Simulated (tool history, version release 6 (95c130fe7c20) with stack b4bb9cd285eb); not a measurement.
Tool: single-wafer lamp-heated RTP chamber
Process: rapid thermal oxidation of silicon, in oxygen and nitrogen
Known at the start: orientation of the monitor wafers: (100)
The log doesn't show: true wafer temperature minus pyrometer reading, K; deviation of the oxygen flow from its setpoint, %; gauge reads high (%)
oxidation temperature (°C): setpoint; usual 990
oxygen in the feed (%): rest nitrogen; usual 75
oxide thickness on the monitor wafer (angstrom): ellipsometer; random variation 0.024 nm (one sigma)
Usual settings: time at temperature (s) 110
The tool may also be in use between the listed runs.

run,day,oxidation temperature (°C),time at temperature (s),oxygen in the feed (%),wafers since the last listed run,wafers since the last pyrometer calibration,hours since the oxygen flow controller was replaced,hours since the gauge calibration,"read-back reference wafer on the same gauge, thickness",oxide thickness on the monitor wafer (angstrom)
1,0,990,110,75,0,2719,5623.9,705.5,7.113,60.71
2,0.967,990,110,75,231,2950,5647.1,728.7,7.106,60.21
3,2.408,990,110,75,345,3295,5681.7,763.3,7.107,60.62
4,3.146,990,110,75,176,3472,5699.4,781,7.111,60
5,4.533,990,110,75,332,3804,5732.7,814.3,7.112,60
6,5.362,990,110,75,198,4003,5752.6,834.2,7.112,60.11
7,6.808,1001,110,75,346,4349,5787.3,868.9,7.107,65.22
8,7.642,1001,110,75,199,4549,5807.3,888.9,7.111,65.65
9,8.167,1001,110,75,125,4675,5819.9,901.5,7.112,65.25
# day 9.121: pyrometer window cleaned and pyrometer calibrated
10,9.525,990,110,75,245,96,5852.5,934.1,7.107,60.25
11,10.533,990,82,75,241,337,5876.7,958.3,7.112,52.97
12,11.662,990,82,75,270,608,5903.8,985.4,7.105,52.68
# day 11.738: gauge calibrated
13,13.062,990,82,75,335,943,5937.4,31.8,7.115,53.15
14,14.071,990,110,75,241,1185,5961.6,56,7.116,60.67
15,14.85,990,110,75,186,1371,5980.3,74.7,7.107,60.23
16,15.629,990,110,75,186,1558,5999,93.4,7.112,60.2
17,16.812,990,110,75,283,1841,6027.4,121.8,7.106,60.81
18,17.667,990,110,75,204,2046,6047.9,142.3,7.102,60.15
19,20.188,990,110,75,603,2650,6108.4,202.8,7.108,60.38
# day 20.533: oxygen flow controller replaced
20,21.262,965,139,98,177,2827,17.5,228.6,7.104,60.96
21,21.879,976,110,64,147,2975,32.3,243.4,7.11,51.72
22,23.25,974,94,75,328,3303,65.2,276.3,7.11,49.8
23,24.15,990,110,56,215,3519,86.8,297.9,7.114,54.15
24,25.608,990,110,98,349,3868,121.8,332.9,7.104,66.76
25,26.654,1006,58,85,250,4119,146.9,358,7.118,53.27
26,27.312,990,110,75,157,4276,162.7,373.8,7.108,60.56
27,28.342,1017,110,75,246,4523,187.4,398.5,7.112,74.26
28,29.033,990,159,88,165,4688,204,415.1,7.108,75.69
29,29.967,990,159,88,223,4912,226.4,437.5,7.115,75.58
# day 30.358: pyrometer window cleaned and pyrometer calibrated
30,30.658,990,110,75,85,71,243,454.1,7.118,60.5
31,31.35,971,95,67,165,237,259.6,470.7,7.111,47.29
32,31.979,990,110,75,150,387,274.7,485.8,7.108,60.65
33,32.625,965,88,98,154,542,290.2,501.3,7.105,49.64
34,33.204,1012,57,64,138,681,304.1,515.2,7.113,49.97
35,34.529,1006,135,75,317,998,335.9,547,7.102,75.06
36,35.2,1000,110,93,160,1159,352,563.1,7.106,70.26
37,36.317,990,110,75,267,1426,378.8,589.9,7.109,59.76
38,36.896,975,158,75,138,1565,392.7,603.8,7.105,63.14

4 ways to go on from here, each from the tool as it stands after run 38. What would each give?
A,36.912,990,110,75,3,1569,393.1,604.2,?,?
B,36.912,975,146,59,3,1569,393.1,604.2,?,?
C,36.912,969,158,98,3,1569,393.1,604.2,?,?
D,36.912,1004,162,98,3,1569,393.1,604.2,?,?

run,"read-back reference wafer on the same gauge, thickness",oxide thickness on the monitor wafer (angstrom)
A,7.108,60.16
B,7.108,56.14
C,7.108,66.42
D,7.108,87.81
Without the tool's hidden state the same runs would have given:
run,oxide thickness on the monitor wafer (angstrom)
A,60.16
B,56.14
C,66.42
D,87.81

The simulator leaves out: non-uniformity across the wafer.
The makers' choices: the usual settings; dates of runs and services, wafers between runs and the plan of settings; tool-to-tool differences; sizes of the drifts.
